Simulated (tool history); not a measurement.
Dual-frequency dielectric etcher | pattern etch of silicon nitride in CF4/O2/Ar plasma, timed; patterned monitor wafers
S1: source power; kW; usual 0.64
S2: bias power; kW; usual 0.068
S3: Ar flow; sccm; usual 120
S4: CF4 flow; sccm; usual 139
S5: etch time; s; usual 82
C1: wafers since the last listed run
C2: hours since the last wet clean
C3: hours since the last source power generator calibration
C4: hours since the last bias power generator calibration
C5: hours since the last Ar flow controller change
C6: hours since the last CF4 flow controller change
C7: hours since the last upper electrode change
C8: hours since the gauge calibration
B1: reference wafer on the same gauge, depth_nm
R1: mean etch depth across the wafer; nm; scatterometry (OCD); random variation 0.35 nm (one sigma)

Run 1, day 0: usual settings; C1 0; C2 4.4; C3 1782.8; C4 2336; C5 1029.7; C6 1079.4; C7 3545.3; C8 570.4; B1 200.9. Result: R1 207.8 nm.
Run 2, day 1.233: usual settings; C1 320; C2 34; C3 1812.4; C4 2365.6; C5 1059.3; C6 1109; C7 3574.9; C8 600; B1 201. Result: R1 208.5 nm.
Run 3, day 3.983: usual settings; C1 715; C2 100; C3 1878.4; C4 2431.6; C5 1125.3; C6 1175; C7 3640.9; C8 666; B1 201. Result: R1 208.4 nm.
Run 4, day 6.55: usual settings; C1 667; C2 161.6; C3 1940; C4 2493.2; C5 1186.9; C6 1236.6; C7 3702.5; C8 727.6; B1 201. Result: R1 208.9 nm.
Run 5, day 9.329: usual settings but S3 138 sccm, S5 70.5 s; C1 722; C2 228.3; C3 2006.7; C4 2559.9; C5 1253.6; C6 1303.3; C7 3769.2; C8 794.3; B1 201.1. Result: R1 177.1 nm.
At day 12.654: wet clean of the chamber.
Run 6, day 12.675: usual settings but S3 138 sccm, S5 70.5 s; C1 609; C2 0.5; C3 2087; C4 2640.2; C5 1333.9; C6 1383.6; C7 3849.5; C8 874.6; B1 201. Result: R1 177.3 nm.
At day 13.654: gauge calibrated.
Run 7, day 17.354: usual settings; C1 1216; C2 112.8; C3 2199.3; C4 2752.5; C5 1446.2; C6 1495.9; C7 3961.8; C8 88.8; B1 200.9. Result: R1 210.4 nm.
Run 8, day 18.621: usual settings; C1 329; C2 143.2; C3 2229.7; C4 2782.9; C5 1476.6; C6 1526.3; C7 3992.2; C8 119.2; B1 201. Result: R1 210.3 nm.
At day 20.412: bias power generator calibrated.
Run 9, day 20.433: usual settings but S4 124 sccm; C1 427; C2 186.7; C3 2273.2; C4 0.5; C5 1520.1; C6 1569.8; C7 4035.7; C8 162.7; B1 201. Result: R1 204.3 nm.
At day 21.792: source power generator calibrated.
Run 10, day 23.071: usual settings; C1 642; C2 250; C3 30.7; C4 63.8; C5 1583.4; C6 1633.1; C7 4099; C8 226; B1 201. Result: R1 202.6 nm.
At day 24.25: CF4 flow controller replaced.
Run 11, day 25.117: usual settings but S3 106 sccm; C1 466; C2 299.1; C3 79.8; C4 112.9; C5 1632.5; C6 20.8; C7 4148.1; C8 275.1; B1 200.9. Result: R1 205.7 nm.
At day 27.254: wet clean of the chamber.
Run 12, day 27.275: usual settings but S5 67 s; C1 301; C2 0.5; C3 131.6; C4 164.7; C5 1684.3; C6 72.6; C7 4199.9; C8 326.9; B1 201. Result: R1 166.2 nm.
Run 13, day 28.421: usual settings; C1 297; C2 28; C3 159.1; C4 192.2; C5 1711.8; C6 100.1; C7 4227.4; C8 354.4; B1 201.1. Result: R1 204.1 nm.
At day 31.142: Ar flow controller replaced.
At day 31.217: upper electrode replaced.
Run 14, day 31.238: usual settings but S2 0.056 kW, S3 137 sccm, S5 57.5 s; C1 647; C2 95.6; C3 226.7; C4 259.8; C5 2.3; C6 167.7; C7 0.5; C8 422; B1 201. Result: R1 130.8 nm.
Run 15, day 32.792: usual settings but S1 0.51 kW, S3 148 sccm, S5 103 s; C1 404; C2 132.9; C3 264; C4 297.1; C5 39.6; C6 205; C7 37.8; C8 459.3; B1 201. Result: R1 227 nm.
Run 16, day 34.521: usual settings but S2 0.06 kW, S3 97 sccm, S4 169 sccm; C1 449; C2 174.4; C3 305.5; C4 338.6; C5 81.1; C6 246.5; C7 79.3; C8 500.8; B1 201. Result: R1 202 nm.
Run 17, day 37.379: usual settings; C1 743; C2 243; C3 374.1; C4 407.2; C5 149.7; C6 315.1; C7 147.9; C8 569.4; B1 201.2. Result: R1 204.4 nm.
Run 18, day 39.179: usual settings but S5 65 s; C1 468; C2 286.2; C3 417.3; C4 450.4; C5 192.9; C6 358.3; C7 191.1; C8 612.6; B1 201. Result: R1 161.8 nm.

3 ways to go on from here, each from the tool as it stands after run 18. What would each give?
Run A, day 39.196: usual settings; C1 4; C2 286.6; C3 417.7; C4 450.8; C5 193.3; C6 358.7; C7 191.5; C8 613; B1 ?. Result: R1 ?.
Run B, day 39.196: usual settings but S1 0.52 kW, S3 93 sccm, S5 90 s; C1 4; C2 286.6; C3 417.7; C4 450.8; C5 193.3; C6 358.7; C7 191.5; C8 613; B1 ?. Result: R1 ?.
Run C, day 39.196: usual settings but S3 145 sccm; C1 4; C2 286.6; C3 417.7; C4 450.8; C5 193.3; C6 358.7; C7 191.5; C8 613; B1 ?. Result: R1 ?.

run     B1     R1
  A  201.1    204
  B  201.1  209.5
  C  201.1  199.9
Without the tool's hidden state the same runs would have given:
run     R1
  A  201.6
  B  207.1
  C  197.5
